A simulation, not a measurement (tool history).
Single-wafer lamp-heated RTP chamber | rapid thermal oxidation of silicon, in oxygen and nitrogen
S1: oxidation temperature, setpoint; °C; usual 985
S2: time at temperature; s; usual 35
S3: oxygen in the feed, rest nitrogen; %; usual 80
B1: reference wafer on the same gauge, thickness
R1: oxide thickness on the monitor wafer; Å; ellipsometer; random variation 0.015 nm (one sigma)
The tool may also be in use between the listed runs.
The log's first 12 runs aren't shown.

run,day,S1,S2,S3,B1,R1
13,13.733,985,35,98,3.131,43.17
14,14.362,985,35,98,3.131,43.35
15,15.125,985,35,80,3.132,40.54
# day 16.354: pyrometer window cleaned and pyrometer calibrated, repeated, since the last time left the tool worse
16,16.375,985,35,80,3.131,37.50
17,17.438,960,35,90,3.130,33.05
18,18.588,997,49,98,3.130,50.33
19,19.512,985,47,80,3.130,42.61
20,20.571,985,35,80,3.127,37.96
21,21.521,985,35,57,3.129,34.57
# day 24.262: pyrometer window cleaned and pyrometer calibrated
# day 25.254: oxygen flow controller replaced
22,25.275,971,35,80,3.131,34.20
23,25.650,1001,35,61,3.127,38.54
24,26.942,985,41,80,3.128,40.40
25,28.058,985,35,80,3.133,38.17
# day 30.992: pyrometer window cleaned and pyrometer calibrated
26,32.038,985,35,80,3.130,37.52
27,33.400,985,35,80,3.129,37.86
28,34.862,1013,48,95,3.129,56.00
29,35.596,973,35,98,3.129,37.21
30,36.954,964,35,98,3.130,35.34
# day 37.871: pyrometer window cleaned and pyrometer calibrated
31,37.892,985,35,80,3.128,37.16
32,38.533,985,42,80,3.131,40.23
33,39.225,985,35,80,3.129,37.53

3 ways to go on from here, each from the tool as it stands after run 33. What would each give?
A,39.242,985,35,80,?,?
B,39.242,985,21,80,?,?
C,39.242,1000,27,63,?,?

run,B1,R1
A,3.130,37.57
B,3.130,31.12
C,3.130,34.88
Without the tool's hidden state the same runs would have given:
run,R1
A,37.30
B,30.93
C,34.64
